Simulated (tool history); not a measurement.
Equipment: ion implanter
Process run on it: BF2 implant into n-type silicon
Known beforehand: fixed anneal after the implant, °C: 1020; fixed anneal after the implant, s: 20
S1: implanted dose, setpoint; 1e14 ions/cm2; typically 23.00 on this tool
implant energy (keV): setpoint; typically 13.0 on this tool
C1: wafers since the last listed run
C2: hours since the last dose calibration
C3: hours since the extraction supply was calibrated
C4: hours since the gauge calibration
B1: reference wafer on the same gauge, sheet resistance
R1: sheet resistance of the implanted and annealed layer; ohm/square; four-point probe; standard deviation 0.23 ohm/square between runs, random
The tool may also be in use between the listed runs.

run 1 hour=0.0 | S1=23.00 implant_energy_(keV)=13.0 | C1=0 C2=1559.9 C3=2599.2 C4=164.2 | B1=159.09 | R1=154.68
run 2 hour=9.7 | S1=23.00 implant_energy_(keV)=13.0 | C1=246 C2=1569.6 C3=2608.9 C4=173.9 | B1=158.95 | R1=154.97
run 3 hour=19.4 | S1=23.00 implant_energy_(keV)=13.0 | C1=246 C2=1579.3 C3=2618.6 C4=183.6 | B1=159.00 | R1=155.09
run 4 hour=28.3 | S1=23.00 implant_energy_(keV)=13.0 | C1=226 C2=1588.2 C3=2627.5 C4=192.5 | B1=159.03 | R1=154.71
run 5 hour=40.0 | S1=23.00 implant_energy_(keV)=13.0 | C1=297 C2=1599.9 C3=2639.2 C4=204.2 | B1=159.02 | R1=155.21
run 6 hour=47.5 | S1=23.00 implant_energy_(keV)=13.0 | C1=190 C2=1607.4 C3=2646.7 C4=211.7 | B1=159.11 | R1=154.84
run 7 hour=61.0 | S1=18.20 implant_energy_(keV)=13.0 | C1=343 C2=1620.9 C3=2660.2 C4=225.2 | B1=159.15 | R1=157.18
run 8 hour=73.8 | S1=18.20 implant_energy_(keV)=13.0 | C1=325 C2=1633.7 C3=2673.0 C4=238.0 | B1=159.14 | R1=156.87
run 9 hour=89.1 | S1=18.20 implant_energy_(keV)=13.0 | C1=389 C2=1649.0 C3=2688.3 C4=253.3 | B1=159.23 | R1=156.98
run 10 hour=101.8 | S1=23.00 implant_energy_(keV)=13.0 | C1=322 C2=1661.7 C3=2701.0 C4=266.0 | B1=159.23 | R1=154.91
run 11 hour=108.9 | S1=26.02 implant_energy_(keV)=13.0 | C1=180 C2=1668.8 C3=2708.1 C4=273.1 | B1=159.28 | R1=154.07
run 12 hour=160.8 | S1=23.00 implant_energy_(keV)=11.5 | C1=1319 C2=1720.7 C3=2760.0 C4=325.0 | B1=159.20 | R1=161.24
-- hour=167.6 gauge calibrated
run 13 hour=176.8 | S1=23.00 implant_energy_(keV)=11.5 | C1=406 C2=1736.7 C3=2776.0 C4=9.2 | B1=158.06 | R1=159.68
-- hour=200.0 extraction supply calibrated
run 14 hour=200.5 | S1=23.00 implant_energy_(keV)=11.5 | C1=399 C2=1760.4 C3=0.5 C4=32.9 | B1=158.20 | R1=160.01
run 15 hour=206.1 | S1=17.16 implant_energy_(keV)=8.5 | C1=142 C2=1766.0 C3=6.1 C4=38.5 | B1=158.25 | R1=175.56
run 16 hour=213.2 | S1=16.45 implant_energy_(keV)=11.5 | C1=180 C2=1773.1 C3=13.2 C4=45.6 | B1=158.24 | R1=163.40
run 17 hour=227.9 | S1=23.00 implant_energy_(keV)=13.0 | C1=373 C2=1787.8 C3=27.9 C4=60.3 | B1=158.34 | R1=154.44
run 18 hour=242.2 | S1=23.00 implant_energy_(keV)=11.5 | C1=363 C2=1802.1 C3=42.2 C4=74.6 | B1=158.55 | R1=160.31
run 19 hour=257.3 | S1=19.05 implant_energy_(keV)=16.5 | C1=384 C2=1817.2 C3=57.3 C4=89.7 | B1=158.61 | R1=144.05
run 20 hour=268.5 | S1=17.95 implant_energy_(keV)=13.0 | C1=284 C2=1828.4 C3=68.5 C4=100.9 | B1=158.53 | R1=156.71
run 21 hour=277.9 | S1=26.19 implant_energy_(keV)=15.5 | C1=239 C2=1837.8 C3=77.9 C4=110.3 | B1=158.67 | R1=145.41
-- hour=295.3 Faraday cup replaced and dose calibrated
run 22 hour=295.8 | S1=23.00 implant_energy_(keV)=13.0 | C1=251 C2=0.5 C3=95.8 C4=128.2 | B1=158.61 | R1=154.69
run 23 hour=304.2 | S1=20.50 implant_energy_(keV)=13.0 | C1=213 C2=8.9 C3=104.2 C4=136.6 | B1=158.67 | R1=155.32
run 24 hour=317.8 | S1=21.14 implant_energy_(keV)=17.0 | C1=345 C2=22.5 C3=117.8 C4=150.2 | B1=158.83 | R1=141.81

For run 25, what comes out?
run 25 hour=344.4 | S1=23.00 implant_energy_(keV)=13.0 | C1=676 C2=49.1 C3=144.4 C4=176.8 | B1=? | R1=?

{"run 25": {"B1": 158.85, "R1": 154.71}}
Without the tool's hidden state the same run would have given R1 153.89 ohm/square.
